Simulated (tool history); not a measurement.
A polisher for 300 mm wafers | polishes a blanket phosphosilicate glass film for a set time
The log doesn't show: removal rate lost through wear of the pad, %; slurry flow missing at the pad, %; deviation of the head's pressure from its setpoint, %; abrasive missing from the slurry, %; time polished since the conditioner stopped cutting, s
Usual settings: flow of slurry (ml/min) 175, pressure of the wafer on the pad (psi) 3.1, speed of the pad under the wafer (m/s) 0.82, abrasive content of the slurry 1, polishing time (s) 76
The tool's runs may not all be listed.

run   hour  flow of slurry (ml/min)  pressure of the wafer on the pad (psi)  speed of the pad under the wafer (m/s)  abrasive content of the slurry  polishing time (s)  wafers since the last listed run  wafers polished on this pad  hours since the slurry nozzle was cleaned  hours since the head pressure was calibrated  hours since the slurry blender was calibrated  hours since the conditioning disc was replaced  incoming thickness of the incoming film, nm  film removed (Å)
  1      0                      175                                     3.1                                    0.82                               1                  76                                 0                          462                                        300                                         620.8                                          145.7                                           314.8                                       2864.7              4566
  2   12.1                      175                                     3.1                                    0.82                               1                  76                               151                          614                                      312.1                                         632.9                                          157.8                                           326.9                                       2866.2              4444
      41.8  -- slurry blender recalibrated
        47  -- worn pad replaced by a new one
  3   47.5                      175                                     3.1                                    0.82                               1                  76                               369                            5                                      347.5                                         668.3                                            5.7                                           362.3                                       2922.1              4848
  4   77.9                      175                                     3.1                                    0.82                             1.1                  55                               381                          387                                      377.9                                         698.7                                           36.1                                           392.7                                         2908              3463
  5   90.7                      175                                     3.1                                    0.82                               1                  86                               160                          547                                      390.7                                         711.5                                           48.9                                           405.5                                       2920.3              5098
  6  107.9                      175                                     3.1                                    0.82                               1                  86                               215                          763                                      407.9                                         728.7                                           66.1                                           422.7                                       2876.1              5009
     120.1  -- worn pad replaced by a new one
  7  125.6                      175                                     3.1                                    0.94                               1                  76                               171                           69                                      425.6                                         746.4                                           83.8                                           440.4                                       2949.6              5430
  8  158.8                      190                                     3.1                                    0.82                               1                  76                               416                          485                                      458.8                                         779.6                                            117                                           473.6                                       2884.3              4595
     163.5  -- conditioning disc replaced and pad reconditioned
     201.4  -- worn pad replaced by a new one
     234.6  -- head pressure recalibrated
       242  -- slurry blender recalibrated
  9  262.2                      175                                     3.1                                       1                            1.15                  76                              1172                          712                                      562.2                                          27.6                                           20.2                                            98.7                                         2917              5690
 10  280.2                      175                                     3.1                                    0.82                            0.75                  76                               225                          938                                      580.2                                          45.6                                           38.2                                           116.7                                         2916              3479
     286.3  -- slurry nozzle cleaned
     290.8  -- worn pad replaced by a new one
 11  302.4                      175                                     3.1                                    0.82                               1                  56                               215                          146                                       16.1                                          67.8                                           60.4                                           138.9                                       2901.9              3470
 12  336.7                      175                                     2.7                                    0.82                               1                  76                               430                          576                                       50.4                                         102.1                                           94.7                                           173.2                                         2906              3890
 13    349                      175                                     3.1                                    1.06                             1.1                  76                               154                          730                                       62.7                                         114.4                                            107                                           185.5                                       2924.9              5773

Forecast run 14:
       367  -- worn pad replaced by a new one
 14  376.9                      155                                     3.5                                    0.82                               1                  99                               299                          124                                       90.6                                         142.3                                          134.9                                           213.4                                       2944.7                 ?

{"run 14": {"film removed (Å)": 6854}}
Without the tool's hidden state the same run would have given film removed (Å) 7133.

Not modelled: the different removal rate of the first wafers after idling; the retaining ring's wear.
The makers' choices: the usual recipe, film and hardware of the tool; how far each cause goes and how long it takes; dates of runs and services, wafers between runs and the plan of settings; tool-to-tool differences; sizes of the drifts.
